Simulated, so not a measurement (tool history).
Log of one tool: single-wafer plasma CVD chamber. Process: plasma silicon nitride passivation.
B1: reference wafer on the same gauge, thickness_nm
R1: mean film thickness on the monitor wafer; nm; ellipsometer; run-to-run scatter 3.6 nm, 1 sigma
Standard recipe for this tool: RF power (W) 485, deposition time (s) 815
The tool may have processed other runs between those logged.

{"run": 1, "day": 0.0, "RF power (W)": 485, "deposition time (s)": 815, "B1": 1029.757, "R1": 1252.965}
{"run": 2, "day": 0.271, "RF power (W)": 485, "deposition time (s)": 815, "B1": 1031.524, "R1": 1245.042}
{"run": 3, "day": 0.617, "RF power (W)": 485, "deposition time (s)": 775, "B1": 1029.92, "R1": 1185.817}
{"run": 4, "day": 1.838, "RF power (W)": 485, "deposition time (s)": 775, "B1": 1029.071, "R1": 1189.247}
{"run": 5, "day": 2.162, "RF power (W)": 485, "deposition time (s)": 815, "B1": 1029.17, "R1": 1247.865}
{"run": 6, "day": 2.808, "RF power (W)": 485, "deposition time (s)": 815, "B1": 1030.496, "R1": 1245.912}
{"run": 7, "day": 4.112, "RF power (W)": 520, "deposition time (s)": 693, "B1": 1029.426, "R1": 1073.873}
{"run": 8, "day": 5.396, "RF power (W)": 520, "deposition time (s)": 693, "B1": 1030.458, "R1": 1077.768}
{"run": 9, "day": 5.696, "RF power (W)": 520, "deposition time (s)": 693, "B1": 1030.431, "R1": 1074.324}
{"run": 10, "day": 6.021, "RF power (W)": 465, "deposition time (s)": 781, "B1": 1030.494, "R1": 1180.79}
{"run": 11, "day": 6.304, "RF power (W)": 465, "deposition time (s)": 781, "B1": 1030.164, "R1": 1175.688}
{"run": 12, "day": 6.804, "RF power (W)": 465, "deposition time (s)": 781, "B1": 1030.22, "R1": 1178.338}
{"run": 13, "day": 7.554, "RF power (W)": 520, "deposition time (s)": 815, "B1": 1031.197, "R1": 1269.669}
{"run": 14, "day": 7.954, "RF power (W)": 520, "deposition time (s)": 815, "B1": 1029.21, "R1": 1264.805}
{"run": 15, "day": 8.217, "RF power (W)": 450, "deposition time (s)": 815, "B1": 1028.214, "R1": 1221.622}
{"run": 16, "day": 8.496, "RF power (W)": 485, "deposition time (s)": 888, "B1": 1029.784, "R1": 1358.41}
{"day": 8.767, "done": "gauge calibrated"}
{"run": 17, "day": 8.896, "RF power (W)": 485, "deposition time (s)": 888, "B1": 1030.097, "R1": 1348.997}
{"run": 18, "day": 9.442, "RF power (W)": 485, "deposition time (s)": 888, "B1": 1030.301, "R1": 1351.36}
{"run": 19, "day": 9.854, "RF power (W)": 485, "deposition time (s)": 815, "B1": 1030.894, "R1": 1238.843}
{"run": 20, "day": 10.592, "RF power (W)": 485, "deposition time (s)": 815, "B1": 1028.721, "R1": 1237.269}
{"run": 21, "day": 11.021, "RF power (W)": 485, "deposition time (s)": 815, "B1": 1031.517, "R1": 1238.358}
{"run": 22, "day": 11.367, "RF power (W)": 520, "deposition time (s)": 928, "B1": 1029.82, "R1": 1443.664}
{"run": 23, "day": 11.746, "RF power (W)": 430, "deposition time (s)": 815, "B1": 1028.965, "R1": 1204.953}

The next listed run, before its measurement:
{"run": 24, "day": 12.462, "RF power (W)": 395, "deposition time (s)": 874, "B1": "?", "R1": "?"}

{"run 24": {"B1": 1030.814, "R1": 1262.045}}
With no hidden state in the tool, this same run would have given R1 1283.141 nm.
